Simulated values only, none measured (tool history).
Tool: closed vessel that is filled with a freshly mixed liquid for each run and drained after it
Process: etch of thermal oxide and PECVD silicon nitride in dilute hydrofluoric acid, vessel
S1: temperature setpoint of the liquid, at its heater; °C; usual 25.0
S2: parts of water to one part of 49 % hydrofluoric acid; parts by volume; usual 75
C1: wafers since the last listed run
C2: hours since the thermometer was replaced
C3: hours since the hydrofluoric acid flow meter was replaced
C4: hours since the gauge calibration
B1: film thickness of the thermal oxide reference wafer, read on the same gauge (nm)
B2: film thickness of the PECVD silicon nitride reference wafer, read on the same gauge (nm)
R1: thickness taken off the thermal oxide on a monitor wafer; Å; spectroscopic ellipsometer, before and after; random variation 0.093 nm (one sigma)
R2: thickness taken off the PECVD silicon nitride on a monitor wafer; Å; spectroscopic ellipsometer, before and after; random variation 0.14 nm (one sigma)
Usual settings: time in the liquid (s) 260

{"run": 1, "hour": 0.0, "S1": 25.0, "S2": 75, "time in the liquid (s)": 260, "C1": 0, "C2": 437.8, "C3": 963.0, "C4": 720.6, "B1": 130.03, "B2": 129.96, "R1": 189.6, "R2": 197.0}
{"run": 2, "hour": 13.7, "S1": 25.0, "S2": 75, "time in the liquid (s)": 260, "C1": 759, "C2": 451.5, "C3": 976.7, "C4": 734.3, "B1": 129.99, "B2": 130.03, "R1": 189.0, "R2": 199.2}
{"run": 3, "hour": 37.7, "S1": 25.0, "S2": 75, "time in the liquid (s)": 260, "C1": 1330, "C2": 475.5, "C3": 1000.7, "C4": 758.3, "B1": 130.0, "B2": 129.96, "R1": 189.3, "R2": 202.1}
{"run": 4, "hour": 68.6, "S1": 25.0, "S2": 75, "time in the liquid (s)": 260, "C1": 1712, "C2": 506.4, "C3": 1031.6, "C4": 789.2, "B1": 130.03, "B2": 130.01, "R1": 189.7, "R2": 203.9}
{"hour": 81.0, "done": "gauge calibrated"}
{"run": 5, "hour": 101.7, "S1": 25.0, "S2": 75, "time in the liquid (s)": 260, "C1": 1834, "C2": 539.5, "C3": 1064.7, "C4": 20.7, "B1": 130.0, "B2": 130.01, "R1": 188.8, "R2": 203.9}
{"run": 6, "hour": 129.5, "S1": 25.0, "S2": 105, "time in the liquid (s)": 205, "C1": 1540, "C2": 567.3, "C3": 1092.5, "C4": 48.5, "B1": 129.99, "B2": 129.99, "R1": 103.9, "R2": 114.1}
{"run": 7, "hour": 163.4, "S1": 20.0, "S2": 75, "time in the liquid (s)": 315, "C1": 1878, "C2": 601.2, "C3": 1126.4, "C4": 82.4, "B1": 129.99, "B2": 130.01, "R1": 190.5, "R2": 177.5}
{"run": 8, "hour": 181.4, "S1": 25.0, "S2": 75, "time in the liquid (s)": 260, "C1": 997, "C2": 619.2, "C3": 1144.4, "C4": 100.4, "B1": 130.0, "B2": 129.98, "R1": 192.5, "R2": 205.3}
{"run": 9, "hour": 202.2, "S1": 25.0, "S2": 105, "time in the liquid (s)": 335, "C1": 1152, "C2": 640.0, "C3": 1165.2, "C4": 121.2, "B1": 129.98, "B2": 129.94, "R1": 170.4, "R2": 190.0}
{"run": 10, "hour": 224.9, "S1": 25.0, "S2": 75, "time in the liquid (s)": 260, "C1": 1258, "C2": 662.7, "C3": 1187.9, "C4": 143.9, "B1": 129.97, "B2": 130.03, "R1": 192.5, "R2": 208.0}
{"hour": 243.6, "done": "thermometer replaced"}
{"run": 11, "hour": 244.1, "S1": 25.0, "S2": 35, "time in the liquid (s)": 260, "C1": 1008, "C2": 0.5, "C3": 1207.1, "C4": 163.1, "B1": 130.01, "B2": 130.01, "R1": 453.3, "R2": 471.0}
{"run": 12, "hour": 269.2, "S1": 22.0, "S2": 55, "time in the liquid (s)": 260, "C1": 1391, "C2": 25.6, "C3": 1232.2, "C4": 188.2, "B1": 130.03, "B2": 130.03, "R1": 252.7, "R2": 246.7}
{"run": 13, "hour": 283.4, "S1": 20.5, "S2": 45, "time in the liquid (s)": 390, "C1": 787, "C2": 39.8, "C3": 1246.4, "C4": 202.4, "B1": 130.0, "B2": 130.04, "R1": 443.3, "R2": 406.8}
{"run": 14, "hour": 317.0, "S1": 25.0, "S2": 95, "time in the liquid (s)": 260, "C1": 1862, "C2": 73.4, "C3": 1280.0, "C4": 236.0, "B1": 130.01, "B2": 130.02, "R1": 156.0, "R2": 175.9}
{"run": 15, "hour": 335.6, "S1": 25.0, "S2": 75, "time in the liquid (s)": 260, "C1": 1030, "C2": 92.0, "C3": 1298.6, "C4": 254.6, "B1": 130.03, "B2": 130.02, "R1": 202.8, "R2": 227.6}
{"run": 16, "hour": 351.0, "S1": 25.0, "S2": 100, "time in the liquid (s)": 190, "C1": 853, "C2": 107.4, "C3": 1314.0, "C4": 270.0, "B1": 129.99, "B2": 130.0, "R1": 107.1, "R2": 123.2}
{"hour": 372.6, "done": "hydrofluoric acid flow meter replaced"}
{"run": 17, "hour": 384.9, "S1": 25.0, "S2": 75, "time in the liquid (s)": 260, "C1": 1823, "C2": 141.3, "C3": 12.3, "C4": 303.9, "B1": 130.03, "B2": 130.0, "R1": 202.9, "R2": 229.2}
{"hour": 399.8, "done": "thermometer replaced, repeated, since the last time left the tool worse"}
{"run": 18, "hour": 465.9, "S1": 25.0, "S2": 75, "time in the liquid (s)": 260, "C1": 4434, "C2": 66.1, "C3": 93.3, "C4": 384.9, "B1": 130.0, "B2": 130.03, "R1": 184.7, "R2": 190.1}
{"run": 19, "hour": 489.2, "S1": 25.0, "S2": 75, "time in the liquid (s)": 260, "C1": 1291, "C2": 89.4, "C3": 116.6, "C4": 408.2, "B1": 130.03, "B2": 129.97, "R1": 183.8, "R2": 188.1}
{"run": 20, "hour": 517.7, "S1": 25.0, "S2": 75, "time in the liquid (s)": 260, "C1": 1579, "C2": 117.9, "C3": 145.1, "C4": 436.7, "B1": 129.99, "B2": 129.99, "R1": 183.5, "R2": 189.6}
{"run": 21, "hour": 539.0, "S1": 20.0, "S2": 90, "time in the liquid (s)": 220, "C1": 1180, "C2": 139.2, "C3": 166.4, "C4": 458.0, "B1": 129.99, "B2": 130.01, "R1": 105.1, "R2": 96.1}
{"run": 22, "hour": 554.1, "S1": 27.5, "S2": 90, "time in the liquid (s)": 390, "C1": 836, "C2": 154.3, "C3": 181.5, "C4": 473.1, "B1": 129.98, "B2": 129.99, "R1": 248.4, "R2": 284.2}
{"run": 23, "hour": 588.1, "S1": 25.0, "S2": 75, "time in the liquid (s)": 325, "C1": 1884, "C2": 188.3, "C3": 215.5, "C4": 507.1, "B1": 129.98, "B2": 130.02, "R1": 231.0, "R2": 237.5}
{"run": 24, "hour": 607.0, "S1": 22.0, "S2": 50, "time in the liquid (s)": 315, "C1": 1047, "C2": 207.2, "C3": 234.4, "C4": 526.0, "B1": 130.02, "B2": 130.0, "R1": 307.9, "R2": 283.2}

The same runs without the tool's hidden state, with the same run-to-run variation:
The hidden state here: liquid hotter than its thermometer reads (K); hydrofluoric acid flow below the setpoint (%); gauge reads high (%).
run=1 R1=180.5 R2=181.7
run=2 R1=179.7 R2=183.4
run=3 R1=179.6 R2=185.3
run=4 R1=179.4 R2=186.0
run=5 R1=178.0 R2=185.0
run=6 R1=97.9 R2=103.2
run=7 R1=178.1 R2=158.8
run=8 R1=180.0 R2=183.9
run=9 R1=159.3 R2=169.8
run=10 R1=179.3 R2=185.1
run=11 R1=403.1 R2=388.9
run=12 R1=224.0 R2=202.4
run=13 R1=391.3 R2=331.8
run=14 R1=138.5 R2=144.4
run=15 R1=179.4 R2=185.9
run=16 R1=94.9 R2=100.6
run=17 R1=178.7 R2=185.7
run=18 R1=181.7 R2=185.0
run=19 R1=180.5 R2=182.5
run=20 R1=179.7 R2=183.0
run=21 R1=102.6 R2=92.3
run=22 R1=242.5 R2=273.1
run=23 R1=224.5 R2=226.7
run=24 R1=298.3 R2=268.8
